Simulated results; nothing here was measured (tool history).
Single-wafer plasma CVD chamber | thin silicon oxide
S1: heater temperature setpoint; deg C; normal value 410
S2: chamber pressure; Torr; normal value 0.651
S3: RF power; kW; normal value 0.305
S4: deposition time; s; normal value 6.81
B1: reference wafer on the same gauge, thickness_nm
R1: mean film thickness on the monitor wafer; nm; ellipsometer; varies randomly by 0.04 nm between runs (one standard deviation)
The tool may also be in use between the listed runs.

Run 1, hour 0.0: usual settings; B1 11.390. Result: R1 10.861 nm.
Run 2, hour 34.6: usual settings; B1 11.406. Result: R1 10.847 nm.
At hour 46.8: thermocouple changed; heater temperature recalibrated.
Run 3, hour 59.7: usual settings but S2 0.684 Torr; B1 11.380. Result: R1 11.231 nm.
Run 4, hour 88.0: usual settings; B1 11.388. Result: R1 10.838 nm.
Run 5, hour 151.6: usual settings; B1 11.388. Result: R1 10.840 nm.
At hour 165.2: showerhead replaced.
Run 6, hour 183.4: usual settings; B1 11.388. Result: R1 10.701 nm.
Run 7, hour 213.0: usual settings; B1 11.403. Result: R1 10.784 nm.
Run 8, hour 279.8: usual settings; B1 11.409. Result: R1 10.815 nm.
Run 9, hour 335.8: usual settings but S1 420 deg C; B1 11.406. Result: R1 10.767 nm.
At hour 360.6: gauge calibrated.
Run 10, hour 365.7: usual settings; B1 11.406. Result: R1 10.831 nm.
Run 11, hour 435.2: usual settings; B1 11.399. Result: R1 10.752 nm.
Run 12, hour 469.9: usual settings but S3 0.250 kW, S4 7.92 s; B1 11.394. Result: R1 11.770 nm.
Run 13, hour 496.5: usual settings but S1 398 deg C, S2 0.809 Torr, S3 0.280 kW, S4 7.89 s; B1 11.392. Result: R1 14.577 nm.
Run 14, hour 539.9: usual settings but S2 0.607 Torr; B1 11.383. Result: R1 10.208 nm.
At hour 594.3: capacitance manometer re-zeroed and calibrated.
Run 15, hour 594.8: usual settings but S1 397 deg C, S3 0.345 kW; B1 11.392. Result: R1 11.257 nm.
At hour 622.9: RF generator calibrated.
Run 16, hour 623.4: usual settings but S1 401 deg C, S2 0.542 Torr, S3 0.335 kW, S4 6.27 s; B1 11.386. Result: R1 8.893 nm.
Run 17, hour 645.1: usual settings but S3 0.280 kW, S4 7.37 s; B1 11.404. Result: R1 11.360 nm.
Run 18, hour 707.9: usual settings but S2 0.588 Torr, S4 7.74 s; B1 11.404. Result: R1 11.323 nm.
Run 19, hour 765.3: usual settings but S1 395 deg C, S2 0.522 Torr; B1 11.392. Result: R1 9.074 nm.
Run 20, hour 800.1: usual settings but S3 0.335 kW; B1 11.398. Result: R1 11.148 nm.
Run 21, hour 858.2: usual settings; B1 11.400. Result: R1 10.787 nm.
Run 22, hour 906.0: usual settings but S2 0.761 Torr, S4 7.59 s; B1 11.387. Result: R1 13.658 nm.
Run 23, hour 972.1: usual settings but S2 0.541 Torr, S3 0.355 kW; B1 11.395. Result: R1 9.814 nm.
Run 24, hour 999.2: usual settings but S1 419 deg C, S2 0.553 Torr; B1 11.401. Result: R1 9.370 nm.
Run 25, hour 1066.7: usual settings but S4 7.62 s; B1 11.401. Result: R1 12.088 nm.
Run 26, hour 1123.9: usual settings; B1 11.403. Result: R1 10.769 nm.
Run 27, hour 1192.8: usual settings; B1 11.410. Result: R1 10.753 nm.
Run 28, hour 1252.2: usual settings but S2 0.761 Torr, S4 7.59 s; B1 11.399. Result: R1 13.702 nm.
Run 29, hour 1289.9: usual settings; B1 11.411. Result: R1 10.757 nm.

Predict each of these 4 candidate next runs independently; none follows another, all start after run 29:
Run A, hour 1290.3: usual settings but S1 406 deg C; B1 ?. Result: R1 ?.
Run B, hour 1290.3: usual settings but S2 0.490 Torr, S3 0.325 kW; B1 ?. Result: R1 ?.
Run C, hour 1290.3: usual settings but S2 0.780 Torr, S3 0.330 kW; B1 ?. Result: R1 ?.
Run D, hour 1290.3: usual settings but S2 0.755 Torr; B1 ?. Result: R1 ?.

run      B1      R1
  A  11.409  10.805
  B  11.409   8.714
  C  11.409  12.797
  D  11.409  12.169
Stripped of hidden state, with their random variation kept, the same runs would have yielded:
run      R1
  A  10.805
  B   8.714
  C  12.797
  D  12.169

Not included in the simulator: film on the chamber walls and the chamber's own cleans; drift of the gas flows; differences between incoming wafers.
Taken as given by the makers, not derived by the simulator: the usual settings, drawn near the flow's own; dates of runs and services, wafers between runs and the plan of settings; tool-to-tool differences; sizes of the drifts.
